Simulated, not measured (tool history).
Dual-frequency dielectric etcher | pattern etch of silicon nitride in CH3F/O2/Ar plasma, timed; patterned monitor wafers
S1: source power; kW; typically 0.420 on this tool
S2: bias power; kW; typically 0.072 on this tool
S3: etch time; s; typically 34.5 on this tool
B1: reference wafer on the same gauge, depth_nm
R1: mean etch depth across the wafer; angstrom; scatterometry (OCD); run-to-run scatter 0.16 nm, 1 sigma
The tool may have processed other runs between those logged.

Run 1, hour 0.0: usual settings but S1 0.440 kW; B1 22.99. Result: R1 269.0 angstrom.
Run 2, hour 36.0: usual settings but S2 0.061 kW, S3 26.0 s; B1 22.96. Result: R1 190.8 angstrom.
Run 3, hour 54.8: usual settings but S2 0.064 kW, S3 40.0 s; B1 22.95. Result: R1 298.0 angstrom.
Run 4, hour 80.0: usual settings but S2 0.064 kW, S3 40.0 s; B1 22.96. Result: R1 298.7 angstrom.
Run 5, hour 104.2: usual settings but S2 0.064 kW, S3 40.0 s; B1 23.01. Result: R1 300.7 angstrom.
Run 6, hour 129.3: usual settings; B1 23.02. Result: R1 267.9 angstrom.
Run 7, hour 162.7: usual settings; B1 23.04. Result: R1 269.6 angstrom.
At hour 213.5: bias power generator calibrated.
Run 8, hour 246.4: usual settings; B1 23.06. Result: R1 270.0 angstrom.
Run 9, hour 281.3: usual settings but S1 0.390 kW; B1 22.99. Result: R1 263.3 angstrom.
Run 10, hour 298.8: usual settings; B1 23.02. Result: R1 272.5 angstrom.
At hour 305.5: gauge calibrated.
Run 11, hour 325.8: usual settings but S2 0.086 kW, S3 44.5 s; B1 23.01. Result: R1 372.9 angstrom.
At hour 362.8: upper electrode replaced.
At hour 373.6: wet clean of the chamber.
Run 12, hour 374.1: usual settings but S1 0.370 kW, S2 0.055 kW, S3 31.0 s; B1 22.97. Result: R1 210.1 angstrom.
Run 13, hour 374.4: usual settings but S2 0.082 kW; B1 23.05. Result: R1 274.4 angstrom.
Run 14, hour 378.3: usual settings; B1 22.99. Result: R1 262.4 angstrom.
Run 15, hour 411.5: usual settings; B1 23.02. Result: R1 265.1 angstrom.
At hour 418.7: source power generator calibrated.
Run 16, hour 424.8: usual settings but S1 0.330 kW, S2 0.084 kW; B1 23.01. Result: R1 256.1 angstrom.
Run 17, hour 440.1: usual settings; B1 22.93. Result: R1 268.4 angstrom.
Run 18, hour 462.3: usual settings but S1 0.340 kW, S2 0.057 kW, S3 31.5 s; B1 23.02. Result: R1 212.1 angstrom.
Run 19, hour 495.7: usual settings but S2 0.077 kW, S3 39.0 s; B1 22.97. Result: R1 308.7 angstrom.
Run 20, hour 514.8: usual settings but S2 0.059 kW, S3 30.0 s; B1 22.98. Result: R1 222.3 angstrom.
Run 21, hour 536.1: usual settings but S1 0.500 kW, S3 27.5 s; B1 23.02. Result: R1 228.9 angstrom.

What the log doesn't show, run by run:
source power that arrives over what is set, %: 0 on each run
bias power that arrives over what is set, %: 0 on each run
gauge reads high (%): 0 on each run
H1: etch rate over this chamber's usual, %
run      H1
  1  -0.283
  2   0.143
  3   0.365
  4   0.663
  5    0.95
  6    1.25
  7    1.64
  8    2.63
  9    3.04
 10    3.25
 11    3.57
 12   0.162
 13   0.165
 14   0.211
 15   0.604
 16   0.761
 17   0.942
 18     1.2
 19     1.6
 20    1.83
 21    2.08
